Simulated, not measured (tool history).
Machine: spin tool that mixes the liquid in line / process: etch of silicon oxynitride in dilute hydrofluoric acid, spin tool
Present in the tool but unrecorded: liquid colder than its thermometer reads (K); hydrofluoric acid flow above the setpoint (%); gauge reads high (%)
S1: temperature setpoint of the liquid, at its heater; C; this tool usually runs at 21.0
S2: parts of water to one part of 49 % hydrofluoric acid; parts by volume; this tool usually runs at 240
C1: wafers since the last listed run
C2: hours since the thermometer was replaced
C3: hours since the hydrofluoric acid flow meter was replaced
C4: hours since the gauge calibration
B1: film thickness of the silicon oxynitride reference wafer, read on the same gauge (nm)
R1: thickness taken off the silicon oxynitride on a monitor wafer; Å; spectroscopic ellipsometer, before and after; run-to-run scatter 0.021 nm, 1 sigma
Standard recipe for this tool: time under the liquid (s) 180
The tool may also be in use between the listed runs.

{"run": 1, "day": 0.0, "S1": 21.0, "S2": 240, "time under the liquid (s)": 180, "C1": 0, "C2": 2908.3, "C3": 1122.6, "C4": 104.8, "B1": 150.042, "R1": 15.71}
{"run": 2, "day": 0.825, "S1": 21.0, "S2": 240, "time under the liquid (s)": 180, "C1": 140, "C2": 2928.1, "C3": 1142.4, "C4": 124.6, "B1": 149.987, "R1": 15.78}
{"run": 3, "day": 1.517, "S1": 22.5, "S2": 240, "time under the liquid (s)": 180, "C1": 117, "C2": 2944.7, "C3": 1159.0, "C4": 141.2, "B1": 150.042, "R1": 16.97}
{"run": 4, "day": 2.583, "S1": 22.5, "S2": 240, "time under the liquid (s)": 180, "C1": 181, "C2": 2970.3, "C3": 1184.6, "C4": 166.8, "B1": 149.989, "R1": 17.02}
{"run": 5, "day": 3.438, "S1": 21.0, "S2": 240, "time under the liquid (s)": 180, "C1": 145, "C2": 2990.8, "C3": 1205.1, "C4": 187.3, "B1": 150.042, "R1": 15.29}
{"run": 6, "day": 4.696, "S1": 21.0, "S2": 240, "time under the liquid (s)": 180, "C1": 214, "C2": 3021.0, "C3": 1235.3, "C4": 217.5, "B1": 149.994, "R1": 15.8}
{"run": 7, "day": 5.312, "S1": 21.0, "S2": 240, "time under the liquid (s)": 180, "C1": 105, "C2": 3035.8, "C3": 1250.1, "C4": 232.3, "B1": 149.99, "R1": 16.08}
{"run": 8, "day": 6.129, "S1": 17.5, "S2": 330, "time under the liquid (s)": 240, "C1": 139, "C2": 3055.4, "C3": 1269.7, "C4": 251.9, "B1": 150.044, "R1": 12.66}
{"run": 9, "day": 6.725, "S1": 22.5, "S2": 240, "time under the liquid (s)": 180, "C1": 101, "C2": 3069.7, "C3": 1284.0, "C4": 266.2, "B1": 149.962, "R1": 17.04}
{"day": 7.292, "done": "thermometer replaced"}
{"run": 10, "day": 7.646, "S1": 21.0, "S2": 185, "time under the liquid (s)": 100, "C1": 149, "C2": 8.5, "C3": 1306.1, "C4": 288.3, "B1": 150.058, "R1": 11.88}
{"day": 8.392, "done": "hydrofluoric acid flow meter replaced"}
{"run": 11, "day": 9.146, "S1": 23.5, "S2": 335, "time under the liquid (s)": 180, "C1": 248, "C2": 44.5, "C3": 18.1, "C4": 324.3, "B1": 150.0, "R1": 12.17}
{"day": 11.167, "done": "gauge calibrated"}
{"run": 12, "day": 11.271, "S1": 23.5, "S2": 240, "time under the liquid (s)": 230, "C1": 361, "C2": 95.5, "C3": 69.1, "C4": 2.5, "B1": 149.962, "R1": 22.83}
{"run": 13, "day": 12.283, "S1": 23.5, "S2": 240, "time under the liquid (s)": 180, "C1": 172, "C2": 119.8, "C3": 93.4, "C4": 26.8, "B1": 150.012, "R1": 17.59}

Run 14 is up next; what results do you expect?
{"run": 14, "day": 13.254, "S1": 22.5, "S2": 240, "time under the liquid (s)": 180, "C1": 165, "C2": 143.1, "C3": 116.7, "C4": 50.1, "B1": "?", "R1": "?"}

{"run 14": {"B1": 150.003, "R1": 17.02}}
Take away the tool's hidden state, keep the run-to-run variation as it was, and the same run would have given R1 17.02 Å.
